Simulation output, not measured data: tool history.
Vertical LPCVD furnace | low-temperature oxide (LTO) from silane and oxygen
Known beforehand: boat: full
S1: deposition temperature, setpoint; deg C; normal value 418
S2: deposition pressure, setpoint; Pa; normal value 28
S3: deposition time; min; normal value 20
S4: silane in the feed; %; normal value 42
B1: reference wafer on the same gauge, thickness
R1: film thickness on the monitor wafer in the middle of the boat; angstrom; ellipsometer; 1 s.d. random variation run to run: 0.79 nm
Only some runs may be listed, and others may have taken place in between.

run 1 hour=0 | S1=418 S2=28 S3=17.5 S4=42 | B1=274.79 | R1=2131.5
run 2 hour=6.3 | S1=418 S2=28 S3=20 S4=42 | B1=275.16 | R1=2441.6
run 3 hour=21.7 | S1=418 S2=24 S3=20 S4=42 | B1=275.25 | R1=2094.9
run 4 hour=37.5 | S1=418 S2=24 S3=20 S4=42 | B1=274.76 | R1=2085.6
run 5 hour=77.2 | S1=418 S2=24 S3=20 S4=42 | B1=274.53 | R1=2091
run 6 hour=91.9 | S1=418 S2=28 S3=20 S4=42 | B1=274.91 | R1=2435.6
run 7 hour=99.1 | S1=418 S2=28 S3=20 S4=42 | B1=274.76 | R1=2430.7
-- hour=104.5 gauge calibrated
run 8 hour=108.5 | S1=418 S2=28 S3=20 S4=42 | B1=274.69 | R1=2440.7
-- hour=133.4 silane flow controller replaced
run 9 hour=133.9 | S1=418 S2=28 S3=20 S4=42 | B1=274.84 | R1=2438.3
run 10 hour=139.3 | S1=418 S2=22.7 S3=20 S4=47 | B1=274.68 | R1=2204.4
run 11 hour=154 | S1=418 S2=28 S3=20 S4=42 | B1=274.92 | R1=2471.3
run 12 hour=169.7 | S1=418 S2=34 S3=26 S4=48 | B1=275.53 | R1=4371.1
-- hour=196.2 thermocouples replaced and temperature profile calibrated
run 13 hour=196.7 | S1=418 S2=28 S3=26 S4=47 | B1=275.26 | R1=3444.2
run 14 hour=200.8 | S1=418 S2=28 S3=20 S4=42 | B1=274.87 | R1=2379.5
run 15 hour=210.5 | S1=423 S2=25.3 S3=24.5 S4=42 | B1=275.04 | R1=2774.8
run 16 hour=218.7 | S1=426 S2=34.7 S3=16.5 S4=34 | B1=275.2 | R1=2045.1
run 17 hour=236.2 | S1=418 S2=28 S3=26 S4=47 | B1=275.16 | R1=3457.2
-- hour=272.6 pressure gauge zeroed
run 18 hour=273.1 | S1=424 S2=33.3 S3=22.5 S4=50 | B1=274.79 | R1=3958.9
run 19 hour=277.2 | S1=418 S2=33.3 S3=26.5 S4=48 | B1=275.04 | R1=4254.1
run 20 hour=281.4 | S1=418 S2=28 S3=20 S4=42 | B1=275.21 | R1=2386.9
run 21 hour=290.7 | S1=427 S2=34 S3=17 S4=42 | B1=274.72 | R1=2663.4
run 22 hour=297.3 | S1=418 S2=28 S3=28 S4=42 | B1=274.53 | R1=3324.5
run 23 hour=326.4 | S1=418 S2=25.3 S3=20 S4=42 | B1=275.3 | R1=2145.6
run 24 hour=340.7 | S1=418 S2=28 S3=20 S4=42 | B1=274.68 | R1=2370
run 25 hour=350.2 | S1=428 S2=28 S3=20 S4=42 | B1=274.39 | R1=2624.6
run 26 hour=358.2 | S1=418 S2=23.3 S3=20 S4=47 | B1=274.75 | R1=2214.6
run 27 hour=394.9 | S1=407 S2=24.7 S3=26 S4=34 | B1=274.76 | R1=1873.9
run 28 hour=405.6 | S1=418 S2=28 S3=20 S4=42 | B1=275.02 | R1=2367.1
run 29 hour=420.1 | S1=418 S2=28 S3=20 S4=42 | B1=275.34 | R1=2381.2
run 30 hour=433.2 | S1=418 S2=30.7 S3=17.5 S4=42 | B1=274.88 | R1=2280.5
run 31 hour=446.2 | S1=418 S2=28 S3=20 S4=42 | B1=275.06 | R1=2391.9
run 32 hour=455.8 | S1=418 S2=28 S3=20 S4=42 | B1=274.65 | R1=2385.3

Predict each of these 3 candidate next runs independently; none follows another, all start after run 32:
run A hour=460 | S1=429 S2=28 S3=20 S4=42 | B1=? | R1=?
run B hour=460 | S1=411 S2=22.7 S3=20 S4=42 | B1=? | R1=?
run C hour=460 | S1=428 S2=34.7 S3=24.5 S4=50 | B1=? | R1=?

run=A B1=274.93 R1=2635
run=B B1=274.93 R1=1780.7
run=C B1=274.93 R1=4615.8
The same runs, with their run-to-run variation unchanged, on a tool lacking any hidden condition would have given:
run=A R1=2628
run=B R1=1775.7
run=C R1=4604.4

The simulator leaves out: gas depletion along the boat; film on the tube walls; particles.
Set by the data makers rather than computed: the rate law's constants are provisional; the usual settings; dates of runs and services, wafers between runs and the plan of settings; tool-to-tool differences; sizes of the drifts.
